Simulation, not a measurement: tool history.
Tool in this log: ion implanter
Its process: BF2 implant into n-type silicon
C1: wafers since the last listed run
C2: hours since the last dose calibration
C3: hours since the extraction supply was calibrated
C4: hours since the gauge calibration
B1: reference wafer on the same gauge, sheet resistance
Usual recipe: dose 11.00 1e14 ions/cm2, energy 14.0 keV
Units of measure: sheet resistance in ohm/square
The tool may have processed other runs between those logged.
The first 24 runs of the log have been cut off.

Run 25, hour 604.5: usual settings but dose 12.04 1e14 ions/cm2; C1 305; C2 263.5; C3 3784.5; C4 763.1; B1 180.71. Result: sheet resistance 163.21 ohm/square.
Run 26, hour 619.3: usual settings but dose 8.63 1e14 ions/cm2, energy 17.0 keV; C1 231; C2 278.3; C3 3799.3; C4 777.9; B1 180.27. Result: sheet resistance 175.51 ohm/square.
Run 27, hour 645.5: usual settings; C1 410; C2 304.5; C3 3825.5; C4 804.1; B1 180.22. Result: sheet resistance 167.50 ohm/square.
At hour 700.7: extraction supply calibrated.
At hour 722.2: gauge calibrated.
Run 28, hour 727.8: usual settings but dose 12.44 1e14 ions/cm2, energy 16.5 keV; C1 1163; C2 386.8; C3 27.1; C4 5.6; B1 185.79. Result: sheet resistance 157.73 ohm/square.
Run 29, hour 740.1: usual settings; C1 192; C2 399.1; C3 39.4; C4 17.9; B1 185.69. Result: sheet resistance 173.15 ohm/square.
Run 30, hour 757.7: usual settings but dose 12.04 1e14 ions/cm2; C1 275; C2 416.7; C3 57.0; C4 35.5; B1 185.99. Result: sheet resistance 167.63 ohm/square.
Run 31, hour 776.8: usual settings but dose 12.99 1e14 ions/cm2, energy 10.5 keV; C1 299; C2 435.8; C3 76.1; C4 54.6; B1 185.68. Result: sheet resistance 177.20 ohm/square.
Run 32, hour 804.6: usual settings but dose 12.94 1e14 ions/cm2, energy 9.5 keV; C1 435; C2 463.6; C3 103.9; C4 82.4; B1 185.62. Result: sheet resistance 181.71 ohm/square.
Run 33, hour 832.9: usual settings but dose 10.12 1e14 ions/cm2, energy 10.5 keV; C1 443; C2 491.9; C3 132.2; C4 110.7; B1 185.41. Result: sheet resistance 191.71 ohm/square.
Run 34, hour 859.6: usual settings; C1 418; C2 518.6; C3 158.9; C4 137.4; B1 185.07. Result: sheet resistance 173.14 ohm/square.
Run 35, hour 894.9: usual settings but dose 14.29 1e14 ions/cm2, energy 12.5 keV; C1 552; C2 553.9; C3 194.2; C4 172.7; B1 184.97. Result: sheet resistance 165.71 ohm/square.
Run 36, hour 928.1: usual settings; C1 519; C2 587.1; C3 227.4; C4 205.9; B1 184.08. Result: sheet resistance 171.32 ohm/square.
Run 37, hour 959.9: usual settings but dose 12.06 1e14 ions/cm2, energy 18.0 keV; C1 497; C2 618.9; C3 259.2; C4 237.7; B1 184.17. Result: sheet resistance 153.50 ohm/square.
Run 38, hour 992.2: usual settings but dose 8.50 1e14 ions/cm2, energy 18.0 keV; C1 505; C2 651.2; C3 291.5; C4 270.0; B1 184.09. Result: sheet resistance 177.91 ohm/square.

Forecast each of these 3 alternatives for the next run:
Run A, hour 992.6: usual settings; C1 6; C2 651.6; C3 291.9; C4 270.4; B1 ?. Result: sheet resistance ?.
Run B, hour 992.6: usual settings but dose 9.01 1e14 ions/cm2; C1 6; C2 651.6; C3 291.9; C4 270.4; B1 ?. Result: sheet resistance ?.
Run C, hour 992.6: usual settings but dose 8.30 1e14 ions/cm2, energy 11.5 keV; C1 6; C2 651.6; C3 291.9; C4 270.4; B1 ?. Result: sheet resistance ?.

run      B1  sheet resistance
  A  184.35            173.53
  B  184.35            188.44
  C  184.35            207.08
With the hidden condition removed and each run's random variation left untouched, the same runs would have given:
run  sheet resistance
  A            175.28
  B            190.34
  C            209.17

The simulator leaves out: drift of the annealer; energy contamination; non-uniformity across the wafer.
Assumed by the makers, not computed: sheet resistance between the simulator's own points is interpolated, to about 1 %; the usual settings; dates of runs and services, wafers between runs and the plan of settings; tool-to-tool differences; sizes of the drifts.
